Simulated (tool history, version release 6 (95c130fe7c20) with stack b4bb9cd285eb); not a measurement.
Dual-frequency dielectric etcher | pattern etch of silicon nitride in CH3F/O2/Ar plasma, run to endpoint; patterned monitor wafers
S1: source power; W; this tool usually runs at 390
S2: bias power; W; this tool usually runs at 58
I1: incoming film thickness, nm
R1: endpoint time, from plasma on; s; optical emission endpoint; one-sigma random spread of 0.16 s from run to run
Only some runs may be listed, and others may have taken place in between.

{"run": 1, "hour": 0.0, "S1": 390, "S2": 61, "I1": 31.89, "R1": 50.6}
{"run": 2, "hour": 17.5, "S1": 440, "S2": 53, "I1": 32.21, "R1": 51.4}
{"run": 3, "hour": 32.9, "S1": 440, "S2": 53, "I1": 32.03, "R1": 51.2}
{"run": 4, "hour": 46.0, "S1": 440, "S2": 53, "I1": 31.83, "R1": 50.6}
{"run": 5, "hour": 56.6, "S1": 390, "S2": 65, "I1": 31.87, "R1": 49.3}
{"run": 6, "hour": 65.9, "S1": 390, "S2": 58, "I1": 31.96, "R1": 51.3}
{"hour": 76.3, "done": "bias power generator calibrated"}
{"run": 7, "hour": 84.3, "S1": 390, "S2": 58, "I1": 32.03, "R1": 51.4}
{"run": 8, "hour": 99.4, "S1": 390, "S2": 58, "I1": 31.75, "R1": 51}
{"run": 9, "hour": 111.5, "S1": 390, "S2": 58, "I1": 31.92, "R1": 51.4}
{"run": 10, "hour": 127.0, "S1": 390, "S2": 68, "I1": 31.75, "R1": 48.2}
{"run": 11, "hour": 135.1, "S1": 390, "S2": 68, "I1": 32.09, "R1": 48.7}
{"hour": 139.4, "done": "source power generator calibrated"}
{"run": 12, "hour": 146.7, "S1": 390, "S2": 68, "I1": 32, "R1": 48.5}
{"run": 13, "hour": 160.2, "S1": 330, "S2": 58, "I1": 32.01, "R1": 53.2}
{"run": 14, "hour": 176.4, "S1": 440, "S2": 72, "I1": 31.55, "R1": 45.1}
{"run": 15, "hour": 187.0, "S1": 390, "S2": 58, "I1": 32.25, "R1": 51.2}
{"hour": 219.4, "done": "wet clean of the chamber"}
{"run": 16, "hour": 233.2, "S1": 390, "S2": 49, "I1": 31.87, "R1": 54.9}
{"run": 17, "hour": 248.7, "S1": 360, "S2": 48, "I1": 31.57, "R1": 56}
{"run": 18, "hour": 263.9, "S1": 390, "S2": 48, "I1": 32.16, "R1": 55.6}
{"run": 19, "hour": 276.4, "S1": 350, "S2": 65, "I1": 31.69, "R1": 51.3}
{"run": 20, "hour": 290.8, "S1": 290, "S2": 70, "I1": 31.9, "R1": 53}
{"hour": 320.3, "done": "upper electrode replaced"}
{"run": 21, "hour": 320.8, "S1": 340, "S2": 63, "I1": 32.12, "R1": 52.5}
{"run": 22, "hour": 321.2, "S1": 340, "S2": 68, "I1": 32.11, "R1": 51.4}
{"run": 23, "hour": 321.5, "S1": 360, "S2": 69, "I1": 31.76, "R1": 49.7}
{"run": 24, "hour": 334.0, "S1": 440, "S2": 50, "I1": 31.41, "R1": 51.3}
{"run": 25, "hour": 341.0, "S1": 440, "S2": 48, "I1": 31.81, "R1": 52.4}
{"run": 26, "hour": 358.6, "S1": 440, "S2": 58, "I1": 31.9, "R1": 49.7}

Run 27, settings as shown, results not yet in. Your forecast:
{"run": 27, "hour": 371.2, "S1": 310, "S2": 58, "I1": 32.11, "R1": "?"}

For run 27 the tool returned R1 55.3 s.
Without the tool's hidden state the same run would have given R1 56.1 s.

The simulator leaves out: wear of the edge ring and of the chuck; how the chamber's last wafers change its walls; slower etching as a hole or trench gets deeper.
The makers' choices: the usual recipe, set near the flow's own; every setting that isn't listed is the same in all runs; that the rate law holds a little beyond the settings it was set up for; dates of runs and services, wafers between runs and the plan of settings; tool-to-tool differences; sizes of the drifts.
